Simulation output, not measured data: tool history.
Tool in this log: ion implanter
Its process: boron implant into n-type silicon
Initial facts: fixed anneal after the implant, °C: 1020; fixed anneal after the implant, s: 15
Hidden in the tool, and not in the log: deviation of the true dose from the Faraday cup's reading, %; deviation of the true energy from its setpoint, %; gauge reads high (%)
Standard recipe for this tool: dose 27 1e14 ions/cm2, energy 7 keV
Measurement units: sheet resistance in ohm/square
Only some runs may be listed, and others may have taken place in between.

run,day,dose,energy,wafers since the last listed run,hours since the last dose calibration,hours since the extraction supply was calibrated,hours since the gauge calibration,"read-back reference wafer on the same gauge, sheet resistance",sheet resistance
1,0,27,7,0,1297.3,4479.6,414.6,107.96,106.38
2,0.475,27,7,217,1308.7,4491,426,107.92,106.3
3,1.162,27,7,315,1325.2,4507.5,442.5,108.03,105.93
4,1.558,27,7,181,1334.7,4517,452,107.98,105.82
5,2.029,27,7.5,215,1346,4528.3,463.3,108,102.43
6,2.529,27,7.5,229,1358,4540.3,475.3,107.91,102.14
7,3.062,27,7,244,1370.8,4553.1,488.1,108.02,106.62
8,3.471,27,7,187,1380.6,4562.9,497.9,107.98,106.18
# day 3.504: gauge calibrated
9,3.725,22.94,7,116,1386.7,4569,5.3,107.96,107.67
10,4.075,27,7,160,1395.1,4577.4,13.7,108.01,105.74
# day 4.996: extraction supply calibrated
11,5.017,27,7,278,1417.7,0.5,36.3,108.09,106.33
12,5.4,25.26,7,175,1426.9,9.7,45.5,108.02,107.13
13,5.771,27,5.5,170,1435.8,18.6,54.4,108.06,120.34
14,6.3,29.31,7.5,242,1448.5,31.3,67.1,107.98,101.63
15,6.892,30.35,8.5,271,1462.7,45.5,81.3,108.07,93.45
16,7.188,27,6,135,1469.8,52.6,88.4,107.97,115.7
17,7.579,30.51,8.5,179,1479.2,62,97.8,108.02,94.16
18,8.083,33.14,6,231,1491.3,74.1,109.9,107.97,112.88
19,8.467,27,7,175,1500.5,83.3,119.1,107.92,106.03
20,8.825,27,5,164,1509.1,91.9,127.7,107.97,125.45
21,9.483,27,7,301,1524.9,107.7,143.5,108.01,106.3
22,9.908,33.01,6.5,194,1535.1,117.9,153.7,108.05,108.47
# day 10.604: Faraday cup replaced and dose calibrated
23,10.638,20.15,8.5,181,0.8,135.4,171.2,107.98,99.15
24,11.238,27,7,275,15.2,149.8,185.6,107.98,106.32
25,11.517,20.12,8.5,128,21.9,156.5,192.3,107.99,99.37
26,11.821,21.27,9,139,29.2,163.8,199.6,108.02,95.66
27,13.721,19.75,7,871,74.8,209.4,245.2,108.07,109.83
28,14.338,27,7,282,89.6,224.2,260,108.04,106.66
29,14.592,27,7,116,95.7,230.3,266.1,107.97,106.01
30,14.929,32.49,7,154,103.8,238.4,274.2,108.03,103.76
31,15.567,27,7,292,119.1,253.7,289.5,108.01,106.24
32,16.162,27,4.5,273,133.4,268,303.8,107.99,130.14
33,16.462,18.95,6,137,140.6,275.2,311,108.01,119.33
34,16.9,33.03,7,200,151.1,285.7,321.5,107.94,103.89
35,17.446,21.81,7,250,164.2,298.8,334.6,107.98,108.4
36,18.029,30.26,5,267,178.2,312.8,348.6,107.98,125.03

Each row is a separate what-if for the run after 36, all from the same tool condition, not one after another. Results?
A,18.046,33.87,7,7,178.6,313.2,349,?,?
B,18.046,24.14,9,7,178.6,313.2,349,?,?
C,18.046,29.25,5,7,178.6,313.2,349,?,?
D,18.046,19.66,9,7,178.6,313.2,349,?,?
E,18.046,23.32,6.5,7,178.6,313.2,349,?,?

run,"read-back reference wafer on the same gauge, sheet resistance",sheet resistance
A,108.03,104.03
B,108.03,93.45
C,108.03,124.88
D,108.03,97.04
E,108.03,111.96
Stripped of hidden state, with their random variation kept, the same runs would have yielded:
run,sheet resistance
A,104.03
B,93.45
C,124.88
D,97.04
E,111.96
